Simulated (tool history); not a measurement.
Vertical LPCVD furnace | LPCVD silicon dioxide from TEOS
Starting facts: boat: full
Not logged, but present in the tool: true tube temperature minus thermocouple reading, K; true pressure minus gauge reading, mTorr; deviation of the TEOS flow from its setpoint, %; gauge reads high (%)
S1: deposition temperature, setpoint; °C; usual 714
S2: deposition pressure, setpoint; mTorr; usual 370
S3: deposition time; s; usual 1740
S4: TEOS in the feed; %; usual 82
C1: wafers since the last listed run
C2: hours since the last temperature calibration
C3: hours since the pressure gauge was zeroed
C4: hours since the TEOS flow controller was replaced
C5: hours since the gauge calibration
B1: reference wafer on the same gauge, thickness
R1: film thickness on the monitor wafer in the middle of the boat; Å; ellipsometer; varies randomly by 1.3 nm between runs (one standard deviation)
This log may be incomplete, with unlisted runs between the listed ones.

Run 1, hour 0: usual settings; C1 0; C2 3951.6; C3 2822.1; C4 3591.4; C5 711; B1 363.73. Result: R1 3721.8 Å.
Run 2, hour 16.6: usual settings; C1 344; C2 3968.2; C3 2838.7; C4 3608; C5 727.6; B1 364.56. Result: R1 3772 Å.
Run 3, hour 51.4: usual settings; C1 721; C2 4003; C3 2873.5; C4 3642.8; C5 762.4; B1 363.71. Result: R1 3745.4 Å.
Run 4, hour 72.7: usual settings but S2 340 mTorr, S3 1380 s; C1 441; C2 4024.3; C3 2894.8; C4 3664.1; C5 783.7; B1 363.44. Result: R1 2857.8 Å.
Run 5, hour 101.9: usual settings but S2 340 mTorr, S3 1380 s; C1 605; C2 4053.5; C3 2924; C4 3693.3; C5 812.9; B1 363.79. Result: R1 2865.6 Å.
Run 6, hour 130.7: usual settings but S2 340 mTorr, S3 1380 s; C1 596; C2 4082.3; C3 2952.8; C4 3722.1; C5 841.7; B1 364.53. Result: R1 2882.4 Å.
Run 7, hour 153.2: usual settings; C1 466; C2 4104.8; C3 2975.3; C4 3744.6; C5 864.2; B1 363.67. Result: R1 3755.5 Å.
Run 8, hour 177.6: usual settings; C1 505; C2 4129.2; C3 2999.7; C4 3769; C5 888.6; B1 363.88. Result: R1 3754.4 Å.
At hour 210.1: gauge calibrated.
Run 9, hour 223.8: usual settings; C1 957; C2 4175.4; C3 3045.9; C4 3815.2; C5 13.7; B1 364.13. Result: R1 3741.1 Å.
At hour 248.4: TEOS flow controller replaced.
Run 10, hour 248.9: usual settings but S1 704 °C, S2 315 mTorr, S3 1050 s, S4 94 %; C1 22; C2 4200.5; C3 3071; C4 0.5; C5 38.8; B1 363.91. Result: R1 1789 Å.
Run 11, hour 268.4: usual settings but S1 706 °C, S3 1320 s, S4 74 %; C1 404; C2 4220; C3 3090.5; C4 20; C5 58.3; B1 364.49. Result: R1 2258.2 Å.
Run 12, hour 287: usual settings but S2 395 mTorr, S4 67 %; C1 385; C2 4238.6; C3 3109.1; C4 38.6; C5 76.9; B1 363.47. Result: R1 3517.6 Å.
Run 13, hour 321.1: usual settings but S2 455 mTorr; C1 706; C2 4272.7; C3 3143.2; C4 72.7; C5 111; B1 364.47. Result: R1 4160.1 Å.
Run 14, hour 347.9: usual settings but S2 280 mTorr, S4 71 %; C1 555; C2 4299.5; C3 3170; C4 99.5; C5 137.8; B1 364.08. Result: R1 3037.9 Å.
Run 15, hour 371: usual settings but S1 711 °C, S3 1470 s; C1 478; C2 4322.6; C3 3193.1; C4 122.6; C5 160.9; B1 363.78. Result: R1 2975.3 Å.
At hour 458.3: thermocouples replaced and temperature profile calibrated.
At hour 480.4: pressure gauge zeroed.
Run 16, hour 480.9: usual settings; C1 1322; C2 22.6; C3 0.5; C4 232.5; C5 270.8; B1 364.56. Result: R1 3457.4 Å.
Run 17, hour 485: usual settings but S2 320 mTorr, S3 1500 s, S4 78 %; C1 84; C2 26.7; C3 4.6; C4 236.6; C5 274.9; B1 364.29. Result: R1 2726.6 Å.
Run 18, hour 489.2: usual settings; C1 87; C2 30.9; C3 8.8; C4 240.8; C5 279.1; B1 363.92. Result: R1 3469.4 Å.
Run 19, hour 519.5: usual settings but S3 1530 s, S4 72 %; C1 628; C2 61.2; C3 39.1; C4 271.1; C5 309.4; B1 363.63. Result: R1 2856 Å.
Run 20, hour 549.2: usual settings but S4 94 %; C1 615; C2 90.9; C3 68.8; C4 300.8; C5 339.1; B1 363.71. Result: R1 3718.2 Å.
Run 21, hour 563.8: usual settings; C1 302; C2 105.5; C3 83.4; C4 315.4; C5 353.7; B1 364.24. Result: R1 3453.4 Å.
Run 22, hour 596.7: usual settings but S3 1350 s, S4 71 %; C1 681; C2 138.4; C3 116.3; C4 348.3; C5 386.6; B1 364.16. Result: R1 2500.3 Å.
Run 23, hour 625.1: usual settings; C1 588; C2 166.8; C3 144.7; C4 376.7; C5 415; B1 363.87. Result: R1 3484.3 Å.
Run 24, hour 644.5: usual settings but S1 724 °C, S2 340 mTorr, S4 97 %; C1 402; C2 186.2; C3 164.1; C4 396.1; C5 434.4; B1 363.72. Result: R1 4546.4 Å.
Run 25, hour 667.9: usual settings but S2 285 mTorr, S3 2220 s, S4 92 %; C1 485; C2 209.6; C3 187.5; C4 419.5; C5 457.8; B1 363.37. Result: R1 4117.5 Å.
Run 26, hour 693: usual settings; C1 520; C2 234.7; C3 212.6; C4 444.6; C5 482.9; B1 364.34. Result: R1 3489.1 Å.
Run 27, hour 720.8: usual settings; C1 576; C2 262.5; C3 240.4; C4 472.4; C5 510.7; B1 363.49. Result: R1 3506 Å.
Run 28, hour 733: usual settings but S2 285 mTorr; C1 252; C2 274.7; C3 252.6; C4 484.6; C5 522.9; B1 364.14. Result: R1 3071.7 Å.
Run 29, hour 787.3: usual settings but S1 706 °C, S3 2400 s, S4 95 %; C1 1125; C2 329; C3 306.9; C4 538.9; C5 577.2; B1 363.41. Result: R1 4317.3 Å.
Run 30, hour 807.5: usual settings but S1 725 °C, S2 295 mTorr, S3 1440 s, S4 76 %; C1 418; C2 349.2; C3 327.1; C4 559.1; C5 597.4; B1 364.42. Result: R1 3186.5 Å.
Run 31, hour 897.2: usual settings but S2 305 mTorr, S4 76 %; C1 1859; C2 438.9; C3 416.8; C4 648.8; C5 687.1; B1 363.42. Result: R1 3061.7 Å.

Had the tool no unlogged condition, and each run kept its random variation, what would the results have been?
run      R1
  1  3435.4
  2  3480.7
  3  3453.9
  4  2634.3
  5  2640.1
  6  2654.1
  7  3456.6
  8    3454
  9  3438.8
 10  1640.8
 11    2071
 12  3229.6
 13    3817
 14  2785.9
 15  2725.9
 16  3443.4
 17  2715.3
 18  3454.8
 19  2842.4
 20  3698.4
 21    3434
 22  2484.8
 23  3460.8
 24  4514.7
 25  4086.4
 26  3461.1
 27    3476
 28  3044.8
 29  4274.3
 30  3154.9
 31  3025.5
